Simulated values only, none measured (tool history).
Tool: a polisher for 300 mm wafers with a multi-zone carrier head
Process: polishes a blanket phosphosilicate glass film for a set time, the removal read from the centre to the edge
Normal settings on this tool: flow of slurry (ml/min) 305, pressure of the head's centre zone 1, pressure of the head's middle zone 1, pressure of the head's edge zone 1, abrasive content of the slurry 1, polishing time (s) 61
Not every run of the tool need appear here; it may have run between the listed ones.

run   hour  flow of slurry (ml/min)  pressure of the head's centre zone  pressure of the head's middle zone  pressure of the head's edge zone  abrasive content of the slurry  polishing time (s)  incoming thickness of the incoming film, nm  film removed at the wafer's centre (angstrom)  film removed at mid-radius (angstrom)  film removed at the wafer's edge (angstrom)
  1      0                      275                                   1                                   1                                 1                               1                  61                                       2291.4                                           9182                                   8992                                         9049
  2    8.4                      245                                   1                                   1                                 1                               1                  61                                       2269.4                                           8923                                   8787                                         8815
  3   23.7                      245                                   1                                   1                                 1                               1                  61                                       2235.7                                           8634                                   8363                                         8662
  4   33.9                      305                                   1                                0.92                                 1                               1                  61                                       2246.9                                           9060                                   7969                                         8781
  5   42.1                      305                                   1                                0.92                                 1                               1                  61                                       2260.3                                           8851                                   7936                                         8582
  6   49.7                      305                                   1                                1.03                                 1                            1.15                  61                                         2247                                           8964                                   9018                                         8864
      53.8  -- worn pad replaced by a new one
      54.6  -- edge zone pressure recalibrated
      56.7  -- slurry nozzle cleaned
      57.4  -- carrier head's membrane replaced by a new one
  7   57.9                      235                                   1                                   1                                 1                               1                  61                                       2224.5                                           8994                                   8862                                         9090
  8   70.6                      235                                   1                                   1                                 1                               1                  61                                       2244.5                                           8844                                   8980                                         9097
  9   86.7                      235                                   1                                   1                                 1                               1                  61                                       2268.9                                           8750                                   8829                                         8814
 10   95.8                      305                                   1                                1.06                                 1                               1                  61                                       2260.3                                           9014                                   9386                                         9147
     107.6  -- centre zone pressure recalibrated
 11  108.1                      305                                   1                                   1                                 1                               1                  61                                       2243.8                                           8824                                   8602                                         8917
 12  114.3                      370                                   1                                   1                                 1                               1                  74                                       2299.4                                          10688                                  10501                                        10651
     120.9  -- worn pad replaced by a new one, of another model than before
 13  124.9                      305                                   1                                   1                                 1                               1                  61                                       2242.1                                           9574                                   9257                                         9238
 14  137.8                      305                                   1                                   1                                 1                               1                  61                                         2238                                           9240                                   9209                                         9225
 15  146.7                      305                                   1                                   1                                 1                               1                  61                                       2245.5                                           9194                                   9280                                         9246
 16  152.9                      390                                0.93                                 0.9                                 1                               1                  46                                       2241.3                                           6586                                   6221                                         6925
 17    165                      225                                   1                                   1                              1.06                               1                  61                                       2252.4                                           8965                                   8810                                         9090
 18  171.1                      215                                1.08                                1.04                                 1                               1                  68                                       2259.3                                          10680                                   9828                                         9666
 19  177.6                      305                                   1                                0.96                                 1                             1.2                  50                                         2272                                           7689                                   7316                                         7728
     192.4  -- worn pad replaced by a new one
 20  192.9                      305                                1.04                                   1                                 1                            1.25                  61                                       2246.8                                          10328                                  10119                                        10121

Branching from run 20: 5 alternative next runs. What would each branch give?
  A  193.3                      305                                   1                                   1                                 1                             1.3                  61                                       2265.8                                              ?                                      ?                                            ?
  B  193.3                      305                                0.95                                 0.9                                 1                               1                  50                                       2265.8                                              ?                                      ?                                            ?
  C  193.3                      405                                   1                                   1                              1.05                            1.15                  61                                       2265.8                                              ?                                      ?                                            ?
  D  193.3                      350                                   1                                   1                                 1                               1                  61                                       2265.8                                              ?                                      ?                                            ?
  E  193.3                      355                                   1                                0.92                              0.92                               1                  61                                       2265.8                                              ?                                      ?                                            ?

run  film removed at the wafer's centre (angstrom)  film removed at mid-radius (angstrom)  film removed at the wafer's edge (angstrom)
  A                                          10325                                  10287                                        10206
  B                                           7189                                   6896                                         7481
  C                                           9982                                   9929                                        10054
  D                                           9297                                   9256                                         9167
  E                                           9300                                   8638                                         8827
Had the tool no hidden state, the same runs would have come out as:
run  film removed at the wafer's centre (angstrom)  film removed at mid-radius (angstrom)  film removed at the wafer's edge (angstrom)
  A                                          10541                                  10502                                        10420
  B                                           7340                                   7040                                         7638
  C                                          10191                                  10137                                        10265
  D                                           9492                                   9450                                         9359
  E                                           9495                                   8819                                         9012

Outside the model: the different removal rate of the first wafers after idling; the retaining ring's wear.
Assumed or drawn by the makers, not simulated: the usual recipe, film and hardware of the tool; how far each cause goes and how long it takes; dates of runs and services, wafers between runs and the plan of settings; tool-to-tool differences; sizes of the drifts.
